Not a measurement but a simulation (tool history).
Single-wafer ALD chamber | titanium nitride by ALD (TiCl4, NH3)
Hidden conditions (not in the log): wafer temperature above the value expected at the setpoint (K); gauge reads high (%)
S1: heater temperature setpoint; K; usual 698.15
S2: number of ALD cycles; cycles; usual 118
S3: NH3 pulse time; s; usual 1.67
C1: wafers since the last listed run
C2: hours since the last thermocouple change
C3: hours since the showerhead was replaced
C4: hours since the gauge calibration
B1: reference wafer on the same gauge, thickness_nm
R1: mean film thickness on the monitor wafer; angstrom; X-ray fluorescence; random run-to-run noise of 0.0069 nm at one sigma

| run | hour | S1 | S2 | S3 | C1 | C2 | C3 | C4 | B1 | R1 |
|---|---|---|---|---|---|---|---|---|---|---|
| 1 | 0.0 | 698.15 | 118 | 1.67 | 0 | 1177.6 | 4933.4 | 1058.2 | 2.923 | 26.65 |
| 2 | 58.0 | 698.15 | 118 | 1.42 | 143 | 1235.6 | 4991.4 | 1116.2 | 2.920 | 26.47 |
| 3 | 146.0 | 698.15 | 118 | 1.42 | 217 | 1323.6 | 5079.4 | 1204.2 | 2.919 | 26.49 |
| 4 | 200.9 | 698.15 | 118 | 1.67 | 135 | 1378.5 | 5134.3 | 1259.1 | 2.917 | 26.48 |
| 5 | 275.6 | 698.15 | 118 | 1.67 | 184 | 1453.2 | 5209.0 | 1333.8 | 2.916 | 26.51 |
| 6 | 339.2 | 698.15 | 118 | 1.67 | 156 | 1516.8 | 5272.6 | 1397.4 | 2.914 | 26.57 |
| 7 | 387.9 | 698.15 | 118 | 1.67 | 120 | 1565.5 | 5321.3 | 1446.1 | 2.915 | 26.47 |
| 8 | 449.7 | 698.15 | 118 | 1.67 | 152 | 1627.3 | 5383.1 | 1507.9 | 2.912 | 26.46 |
| 9 | 546.9 | 698.15 | 118 | 1.67 | 239 | 1724.5 | 5480.3 | 1605.1 | 2.912 | 26.59 |
| 10 | 616.3 | 698.15 | 118 | 1.67 | 171 | 1793.9 | 5549.7 | 1674.5 | 2.912 | 26.50 |
| 11 | 692.4 | 698.15 | 118 | 1.67 | 187 | 1870.0 | 5625.8 | 1750.6 | 2.911 | 26.64 |
| 12 | 797.1 | 698.15 | 118 | 1.67 | 258 | 1974.7 | 5730.5 | 1855.3 | 2.908 | 26.47 |
|  | 798.1 | gauge calibrated |
| 13 | 876.8 | 688.15 | 118 | 1.67 | 196 | 2054.4 | 5810.2 | 78.7 | 3.005 | 27.27 |
| 14 | 948.2 | 688.15 | 118 | 1.67 | 176 | 2125.8 | 5881.6 | 150.1 | 2.997 | 27.22 |
| 15 | 1015.8 | 698.15 | 118 | 1.67 | 166 | 2193.4 | 5949.2 | 217.7 | 2.991 | 27.22 |
| 16 | 1088.1 | 687.15 | 118 | 2.23 | 178 | 2265.7 | 6021.5 | 290.0 | 2.982 | 27.22 |
| 17 | 1195.0 | 686.15 | 97 | 1.86 | 263 | 2372.6 | 6128.4 | 396.9 | 2.973 | 22.15 |
| 18 | 1250.5 | 691.15 | 118 | 1.67 | 136 | 2428.1 | 6183.9 | 452.4 | 2.970 | 26.79 |
| 19 | 1319.5 | 698.15 | 118 | 1.67 | 170 | 2497.1 | 6252.9 | 521.4 | 2.966 | 27.05 |
| 20 | 1403.2 | 693.15 | 118 | 1.94 | 206 | 2580.8 | 6336.6 | 605.1 | 2.960 | 26.96 |
|  | 1505.5 | showerhead replaced |
| 21 | 1599.7 | 698.15 | 118 | 1.67 | 464 | 2777.3 | 94.2 | 801.6 | 2.950 | 27.00 |
|  | 1670.1 | thermocouple changed; heater temperature recalibrated |
| 22 | 1730.8 | 698.15 | 118 | 1.67 | 303 | 60.7 | 225.3 | 932.7 | 2.946 | 26.77 |
| 23 | 1827.4 | 685.15 | 118 | 1.67 | 238 | 157.3 | 321.9 | 1029.3 | 2.942 | 26.59 |
| 24 | 2003.8 | 709.15 | 118 | 1.86 | 435 | 333.7 | 498.3 | 1205.7 | 2.938 | 26.74 |
| 25 | 2101.1 | 687.15 | 141 | 2.05 | 239 | 431.0 | 595.6 | 1303.0 | 2.937 | 32.05 |
| 26 | 2173.1 | 690.15 | 104 | 1.13 | 177 | 503.0 | 667.6 | 1375.0 | 2.935 | 23.37 |
| 27 | 2259.9 | 693.15 | 128 | 2.32 | 214 | 589.8 | 754.4 | 1461.8 | 2.934 | 29.00 |
| 28 | 2336.0 | 693.15 | 128 | 2.32 | 187 | 665.9 | 830.5 | 1537.9 | 2.933 | 29.19 |

Some steps in R1, run to run, broken into two amounts with sign: the step expected even without the hidden condition (settings, incoming material, random variation), and the rest, left for the hidden condition together with whatever gauge scatter is not in both the measured and the hidden-condition-free result:
Run 12 -> 13: S1 698.15 -> 688.15, gauge calibrated. R1 +0.80 angstrom: hidden state +0.86, all else -0.06.
Run 25 -> 26: S1 687.15 -> 690.15, S2 141 -> 104, S3 2.05 -> 1.13. R1 -8.68 angstrom: hidden state +0.20, all else -8.88.
Run 26 -> 27: S1 690.15 -> 693.15, S2 104 -> 128, S3 1.13 -> 2.32. R1 +5.63 angstrom: hidden state -0.15, all else +5.78.
